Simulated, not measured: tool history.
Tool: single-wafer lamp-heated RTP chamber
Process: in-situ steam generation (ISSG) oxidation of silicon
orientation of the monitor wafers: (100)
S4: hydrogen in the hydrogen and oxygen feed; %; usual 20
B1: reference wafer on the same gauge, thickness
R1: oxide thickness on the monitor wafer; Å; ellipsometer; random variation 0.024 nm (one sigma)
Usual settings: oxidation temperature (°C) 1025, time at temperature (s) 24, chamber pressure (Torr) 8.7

Run 1, hour 0: usual settings but chamber pressure (Torr) 7.8; B1 6.925. Result: R1 60.88 Å.
Run 2, hour 68: usual settings but chamber pressure (Torr) 7.8; B1 6.938. Result: R1 60.73 Å.
At hour 99.9: pressure gauge zeroed.
Run 3, hour 108.3: usual settings; B1 6.922. Result: R1 60.35 Å.
Run 4, hour 204.5: usual settings; B1 6.939. Result: R1 61.42 Å.
Run 5, hour 262.2: usual settings; B1 6.93. Result: R1 61.36 Å.
Run 6, hour 299.3: usual settings; B1 6.924. Result: R1 61.44 Å.
Run 7, hour 362.9: usual settings; B1 6.926. Result: R1 61.33 Å.
At hour 390.4: pyrometer window cleaned and pyrometer calibrated.
Run 8, hour 446.3: usual settings but time at temperature (s) 21, S4 28 %; B1 6.929. Result: R1 61.62 Å.
Run 9, hour 490.7: usual settings but time at temperature (s) 21, S4 28 %; B1 6.939. Result: R1 61.73 Å.
Run 10, hour 590.9: usual settings; B1 6.93. Result: R1 61.09 Å.
Run 11, hour 652.5: usual settings but S4 26 %; B1 6.938. Result: R1 65.32 Å.
Run 12, hour 724.1: usual settings but S4 26 %; B1 6.925. Result: R1 65.14 Å.
Run 13, hour 804.3: usual settings but S4 26 %; B1 6.92. Result: R1 65.01 Å.
Run 14, hour 877.2: usual settings but oxidation temperature (°C) 1030; B1 6.932. Result: R1 63.31 Å.
Run 15, hour 976.6: usual settings but oxidation temperature (°C) 1030; B1 6.931. Result: R1 63.48 Å.
At hour 990.6: pyrometer window cleaned and pyrometer calibrated.
Run 16, hour 1056.4: usual settings but oxidation temperature (°C) 1036, time at temperature (s) 19, chamber pressure (Torr) 8.3, S4 28 %; B1 6.932. Result: R1 61.97 Å.
Run 17, hour 1147: usual settings but chamber pressure (Torr) 7.5, S4 25 %; B1 6.942. Result: R1 64.44 Å.
Run 18, hour 1245.5: usual settings but S4 26 %; B1 6.922. Result: R1 64.72 Å.
Run 19, hour 1289.2: usual settings; B1 6.934. Result: R1 61.02 Å.
Run 20, hour 1345.7: usual settings but time at temperature (s) 29; B1 6.928. Result: R1 67.4 Å.
Run 21, hour 1398: usual settings but oxidation temperature (°C) 1036, time at temperature (s) 18, chamber pressure (Torr) 10, S4 29 %; B1 6.929. Result: R1 60.11 Å.
At hour 1472.1: pyrometer window cleaned and pyrometer calibrated.
Run 22, hour 1499.5: usual settings but oxidation temperature (°C) 1035, time at temperature (s) 15, chamber pressure (Torr) 9.4, S4 27 %; B1 6.931. Result: R1 54.06 Å.
Run 23, hour 1597.2: usual settings but chamber pressure (Torr) 9.1; B1 6.93. Result: R1 60.86 Å.
Run 24, hour 1640.2: usual settings but oxidation temperature (°C) 1032, time at temperature (s) 27, S4 12 %; B1 6.933. Result: R1 60.6 Å.
At hour 1665: pressure gauge zeroed.
At hour 1707.2: gauge calibrated.
Run 25, hour 1713.5: usual settings but time at temperature (s) 15; B1 6.93. Result: R1 48.78 Å.
At hour 1830.4: hydrogen flow controller replaced.
At hour 1971.5: pyrometer window cleaned and pyrometer calibrated.
Run 26, hour 2012.6: usual settings but oxidation temperature (°C) 1018, time at temperature (s) 32, S4 13 %; B1 6.934. Result: R1 62.19 Å.
Run 27, hour 2102.8: usual settings but oxidation temperature (°C) 1015, time at temperature (s) 29; B1 6.93. Result: R1 63.61 Å.
Run 28, hour 2147.6: usual settings; B1 6.924. Result: R1 60.87 Å.
Run 29, hour 2246.1: usual settings; B1 6.932. Result: R1 61 Å.
Run 30, hour 2315.5: usual settings but oxidation temperature (°C) 1020, S4 11 %; B1 6.938. Result: R1 52.82 Å.

Some steps in R1 between neighbouring runs. How much of each would the tool show without its hidden state too (settings, what came in, random variation), and how much is left for the hidden state, with any gauge scatter that isn't in both results?
The hidden state here: true wafer temperature minus pyrometer reading, K; true pressure minus gauge reading, Torr; deviation of the hydrogen flow from its setpoint, %; gauge reads high (%).
Run 7 -> 8: time at temperature (s) 24 -> 21, S4 20 -> 28, pyrometer window cleaned and pyrometer calibrated. R1 +0.29 Å: hidden state -0.59, all else +0.88.
Run 15 -> 16: oxidation temperature (°C) 1030 -> 1036, time at temperature (s) 24 -> 19, chamber pressure (Torr) 8.7 -> 8.3, S4 20 -> 28, pyrometer window cleaned and pyrometer calibrated. R1 -1.51 Å: hidden state -1.25, all else -0.26.
Run 21 -> 22: oxidation temperature (°C) 1036 -> 1035, time at temperature (s) 18 -> 15, chamber pressure (Torr) 10 -> 9.4, S4 29 -> 27, pyrometer window cleaned and pyrometer calibrated. R1 -6.05 Å: hidden state -0.73, all else -5.32.
Run 24 -> 25: oxidation temperature (°C) 1032 -> 1025, time at temperature (s) 27 -> 15, S4 12 -> 20, pressure gauge zeroed, gauge calibrated. R1 -11.82 Å: hidden state -0.05, all else -11.77.
Run 25 -> 26: oxidation temperature (°C) 1025 -> 1018, time at temperature (s) 15 -> 32, S4 20 -> 13, hydrogen flow controller replaced, pyrometer window cleaned and pyrometer calibrated. R1 +13.41 Å: hidden state -0.21, all else +13.62.
Run 29 -> 30: oxidation temperature (°C) 1025 -> 1020, S4 20 -> 11. R1 -8.18 Å: hidden state +0, all else -8.18.
